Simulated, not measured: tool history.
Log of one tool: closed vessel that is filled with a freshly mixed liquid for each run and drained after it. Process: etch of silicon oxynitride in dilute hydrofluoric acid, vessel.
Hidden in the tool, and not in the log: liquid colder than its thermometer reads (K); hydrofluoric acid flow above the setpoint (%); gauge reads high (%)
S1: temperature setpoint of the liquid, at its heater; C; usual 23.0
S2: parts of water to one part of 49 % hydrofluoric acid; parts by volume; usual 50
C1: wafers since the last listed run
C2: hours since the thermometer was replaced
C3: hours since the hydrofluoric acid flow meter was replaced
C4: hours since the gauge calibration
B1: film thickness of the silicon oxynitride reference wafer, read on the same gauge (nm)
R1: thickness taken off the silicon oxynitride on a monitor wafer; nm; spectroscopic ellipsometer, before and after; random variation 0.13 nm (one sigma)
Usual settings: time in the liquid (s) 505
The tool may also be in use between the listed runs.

run 1 hour=0.0 | S1=26.0 S2=50 time_in_the_liquid_(s)=505 | C1=0 C2=711.2 C3=1511.9 C4=85.5 | B1=109.97 | R1=21.75
-- hour=17.8 thermometer replaced
run 2 hour=101.9 | S1=23.0 S2=50 time_in_the_liquid_(s)=505 | C1=5888 C2=84.1 C3=1613.8 C4=187.4 | B1=110.00 | R1=20.06
run 3 hour=120.6 | S1=23.0 S2=50 time_in_the_liquid_(s)=505 | C1=1091 C2=102.8 C3=1632.5 C4=206.1 | B1=109.98 | R1=19.81
run 4 hour=138.4 | S1=19.5 S2=50 time_in_the_liquid_(s)=395 | C1=1038 C2=120.6 C3=1650.3 C4=223.9 | B1=109.99 | R1=13.19
run 5 hour=165.6 | S1=23.0 S2=50 time_in_the_liquid_(s)=505 | C1=1587 C2=147.8 C3=1677.5 C4=251.1 | B1=109.99 | R1=20.40
run 6 hour=190.8 | S1=23.0 S2=50 time_in_the_liquid_(s)=505 | C1=1470 C2=173.0 C3=1702.7 C4=276.3 | B1=110.00 | R1=19.98
run 7 hour=219.1 | S1=23.0 S2=50 time_in_the_liquid_(s)=505 | C1=1651 C2=201.3 C3=1731.0 C4=304.6 | B1=109.99 | R1=20.11
run 8 hour=316.9 | S1=23.0 S2=50 time_in_the_liquid_(s)=505 | C1=5707 C2=299.1 C3=1828.8 C4=402.4 | B1=110.01 | R1=20.23
run 9 hour=345.2 | S1=23.0 S2=50 time_in_the_liquid_(s)=505 | C1=1651 C2=327.4 C3=1857.1 C4=430.7 | B1=110.01 | R1=20.22
run 10 hour=370.1 | S1=23.0 S2=50 time_in_the_liquid_(s)=505 | C1=1453 C2=352.3 C3=1882.0 C4=455.6 | B1=110.01 | R1=19.86
run 11 hour=395.4 | S1=23.0 S2=50 time_in_the_liquid_(s)=505 | C1=1476 C2=377.6 C3=1907.3 C4=480.9 | B1=109.98 | R1=19.92
run 12 hour=424.6 | S1=23.0 S2=50 time_in_the_liquid_(s)=505 | C1=1704 C2=406.8 C3=1936.5 C4=510.1 | B1=110.00 | R1=20.01
-- hour=436.8 hydrofluoric acid flow meter replaced
run 13 hour=437.3 | S1=23.0 S2=50 time_in_the_liquid_(s)=505 | C1=682 C2=419.5 C3=0.5 C4=522.8 | B1=110.00 | R1=17.30
run 14 hour=462.6 | S1=23.0 S2=50 time_in_the_liquid_(s)=640 | C1=1476 C2=444.8 C3=25.8 C4=548.1 | B1=110.00 | R1=22.02
run 15 hour=496.0 | S1=26.5 S2=45 time_in_the_liquid_(s)=225 | C1=1949 C2=478.2 C3=59.2 C4=581.5 | B1=110.03 | R1=10.19
run 16 hour=508.7 | S1=23.0 S2=30 time_in_the_liquid_(s)=645 | C1=741 C2=490.9 C3=71.9 C4=594.2 | B1=109.98 | R1=37.76
run 17 hour=523.3 | S1=28.0 S2=30 time_in_the_liquid_(s)=750 | C1=852 C2=505.5 C3=86.5 C4=608.8 | B1=110.01 | R1=54.99
run 18 hour=537.0 | S1=23.0 S2=50 time_in_the_liquid_(s)=785 | C1=799 C2=519.2 C3=100.2 C4=622.5 | B1=110.01 | R1=27.01

Run 19 comes next. What will it give?
run 19 hour=553.2 | S1=24.5 S2=50 time_in_the_liquid_(s)=790 | C1=945 C2=535.4 C3=116.4 C4=638.7 | B1=? | R1=?

{"run 19": {"B1": 110.0, "R1": 29.24}}
Without the tool's hidden state the same run would have given R1 30.59 nm.
